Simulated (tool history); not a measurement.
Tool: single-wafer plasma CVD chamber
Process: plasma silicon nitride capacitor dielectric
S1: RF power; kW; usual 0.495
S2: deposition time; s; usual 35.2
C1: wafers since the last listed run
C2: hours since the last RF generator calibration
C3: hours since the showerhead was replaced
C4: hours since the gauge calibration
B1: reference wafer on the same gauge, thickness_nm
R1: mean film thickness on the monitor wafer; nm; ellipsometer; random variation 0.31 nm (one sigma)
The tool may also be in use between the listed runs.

| run | hour | S1 | S2 | C1 | C2 | C3 | C4 | B1 | R1 |
|---|---|---|---|---|---|---|---|---|---|
| 1 | 0 | 0.495 | 33.8 | 0 | 1025.4 | 2989 | 835.3 | 66.991 | 56.766 |
| 2 | 190 | 0.495 | 33.8 | 3511 | 1215.4 | 3179 | 1025.3 | 66.869 | 57.468 |
| 3 | 367.7 | 0.495 | 33.8 | 3283 | 1393.1 | 3356.7 | 1203 | 66.947 | 56.607 |
| 4 | 442.8 | 0.495 | 35.2 | 1387 | 1468.2 | 3431.8 | 1278.1 | 66.902 | 59.696 |
| 5 | 512.3 | 0.495 | 35.2 | 1284 | 1537.7 | 3501.3 | 1347.6 | 66.985 | 58.984 |
| 6 | 647.5 | 0.545 | 31.1 | 2498 | 1672.9 | 3636.5 | 1482.8 | 66.882 | 54.582 |
| 7 | 691.9 | 0.495 | 35.2 | 820 | 1717.3 | 3680.9 | 1527.2 | 66.96 | 58.697 |
| 8 | 732.5 | 0.495 | 35.2 | 750 | 1757.9 | 3721.5 | 1567.8 | 66.891 | 59.386 |
| 9 | 815.6 | 0.495 | 35.2 | 1535 | 1841 | 3804.6 | 1650.9 | 66.857 | 59.353 |
|  | 828.8 | RF generator calibrated |
| 10 | 879.7 | 0.495 | 35.2 | 1036 | 50.9 | 3868.7 | 1715 | 66.964 | 59.488 |
| 11 | 981.1 | 0.465 | 35.2 | 1873 | 152.3 | 3970.1 | 1816.4 | 66.945 | 57.758 |
|  | 1108 | gauge calibrated |
| 12 | 1274.9 | 0.465 | 35.2 | 5429 | 446.1 | 4263.9 | 166.9 | 66.964 | 57.542 |
| 13 | 1352.5 | 0.405 | 33.2 | 1433 | 523.7 | 4341.5 | 244.5 | 66.861 | 50.57 |
| 14 | 1411.9 | 0.495 | 35.2 | 1097 | 583.1 | 4400.9 | 303.9 | 66.928 | 59.28 |
| 15 | 1473 | 0.565 | 33.3 | 1129 | 644.2 | 4462 | 365 | 66.924 | 59.525 |
|  | 1502.1 | showerhead replaced |
| 16 | 1521.4 | 0.53 | 35.2 | 746 | 692.6 | 19.3 | 413.4 | 66.903 | 60.447 |
| 17 | 1575.1 | 0.545 | 39.9 | 992 | 746.3 | 73 | 467.1 | 66.77 | 69.911 |
| 18 | 1673 | 0.395 | 40.2 | 1809 | 844.2 | 170.9 | 565 | 66.827 | 60.466 |
| 19 | 1725.7 | 0.565 | 33.3 | 973 | 896.9 | 223.6 | 617.7 | 66.872 | 59.569 |
| 20 | 1819.2 | 0.405 | 31.3 | 1727 | 990.4 | 317.1 | 711.2 | 66.899 | 47.852 |
| 21 | 1859.4 | 0.495 | 35.2 | 742 | 1030.6 | 357.3 | 751.4 | 66.829 | 59.294 |
| 22 | 1921.2 | 0.465 | 31.7 | 1142 | 1092.4 | 419.1 | 813.2 | 66.867 | 51.903 |
| 23 | 2007 | 0.495 | 38.4 | 1585 | 1178.2 | 504.9 | 899 | 66.914 | 64.014 |
| 24 | 2091.4 | 0.53 | 29.8 | 1559 | 1262.6 | 589.3 | 983.4 | 66.918 | 51.875 |

5 ways to go on from here, each from the tool as it stands after run 24. What would each give?
| A | 2091.8 | 0.495 | 35.2 | 7 | 1263 | 589.7 | 983.8 | ? | ? |
| B | 2091.8 | 0.535 | 32 | 7 | 1263 | 589.7 | 983.8 | ? | ? |
| C | 2091.8 | 0.415 | 30.3 | 7 | 1263 | 589.7 | 983.8 | ? | ? |
| D | 2091.8 | 0.425 | 38.4 | 7 | 1263 | 589.7 | 983.8 | ? | ? |
| E | 2091.8 | 0.425 | 35.2 | 7 | 1263 | 589.7 | 983.8 | ? | ? |

| run | B1 | R1 |
|---|---|---|
| A | 66.928 | 59.409 |
| B | 66.928 | 55.921 |
| C | 66.928 | 46.986 |
| D | 66.928 | 60.265 |
| E | 66.928 | 55.243 |
Without the tool's hidden state the same runs would have given:
| run | R1 |
|---|---|
| A | 59.409 |
| B | 55.921 |
| C | 46.986 |
| D | 60.265 |
| E | 55.243 |

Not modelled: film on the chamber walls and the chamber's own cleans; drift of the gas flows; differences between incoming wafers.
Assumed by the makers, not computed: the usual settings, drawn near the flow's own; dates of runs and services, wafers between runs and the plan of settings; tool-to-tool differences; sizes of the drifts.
